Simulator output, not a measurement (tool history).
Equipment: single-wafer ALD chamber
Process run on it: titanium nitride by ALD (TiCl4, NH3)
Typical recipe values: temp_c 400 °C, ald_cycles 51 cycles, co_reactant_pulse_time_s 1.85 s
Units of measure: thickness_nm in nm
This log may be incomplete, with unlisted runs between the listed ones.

run     day  temp_c  ald_cycles  co_reactant_pulse_time_s  wafers since the last listed run  hours since the last thermocouple change  hours since the showerhead was replaced  hours since the gauge calibration  read-back reference wafer on the same gauge, thickness_nm  thickness_nm
  1       0     400          51                      1.85                                 0                                    1749.4                                   2876.6                               17.5                                                       1.18         1.125
  2   4.475     400          51                      1.85                               341                                    1856.8                                     2984                              124.9                                                       1.18         1.127
  3   8.246     400          51                      1.85                               287                                    1947.3                                   3074.5                              215.4                                                       1.18         1.122
  4  12.092     400          51                      1.85                               293                                    2039.6                                   3166.8                              307.7                                                       1.18         1.122
  5  16.588     400          51                      1.85                               343                                    2147.5                                   3274.7                              415.6                                                       1.18         1.125
  6  20.575     400          51                      1.85                               304                                    2243.2                                   3370.4                              511.3                                                       1.18         1.125
  7  25.008     400          51                      1.85                               338                                    2349.6                                   3476.8                              617.7                                                      1.181         1.124
  8  29.317     400          51                      1.85                               328                                      2453                                   3580.2                              721.1                                                       1.18         1.127
     32.508  -- showerhead replaced
  9  37.167     400          51                      1.85                               573                                    2641.4                                    111.8                              909.5                                                       1.18         1.125
 10  40.792     400          51                      1.85                               276                                    2728.4                                    198.8                              996.5                                                       1.18         1.126
     41.275  -- gauge calibrated
 11  44.383     410          44                      2.44                               274                                    2814.6                                      285                               74.6                                                       1.18         0.985
 12  46.712     406          57                      2.25                               177                                    2870.5                                    340.9                              130.5                                                      1.181         1.273
     49.267  -- thermocouple changed; heater temperature recalibrated
 13  49.288     408          61                      2.45                               171                                       0.5                                    402.7                              192.3                                                       1.18         1.363
 14  52.554     400          51                      1.85                               249                                      78.9                                    481.1                              270.7                                                       1.18         1.125
 15  55.183     386          44                      2.49                               200                                       142                                    544.2                              333.8                                                       1.18         0.972
 16  57.329     400          46                      2.46                               163                                     193.5                                    595.7                              385.3                                                       1.18         1.033

Estimate the outcome of run 17 from the log above:
 17  60.788     407          54                      2.42                               264                                     276.5                                    678.7                              468.3                                                          ?             ?

read-back reference wafer on the same gauge, thickness_nm: 1.18
thickness_nm: 1.208 nm
Minus the tool's unlogged condition, the same run would have read thickness_nm 1.208 nm.

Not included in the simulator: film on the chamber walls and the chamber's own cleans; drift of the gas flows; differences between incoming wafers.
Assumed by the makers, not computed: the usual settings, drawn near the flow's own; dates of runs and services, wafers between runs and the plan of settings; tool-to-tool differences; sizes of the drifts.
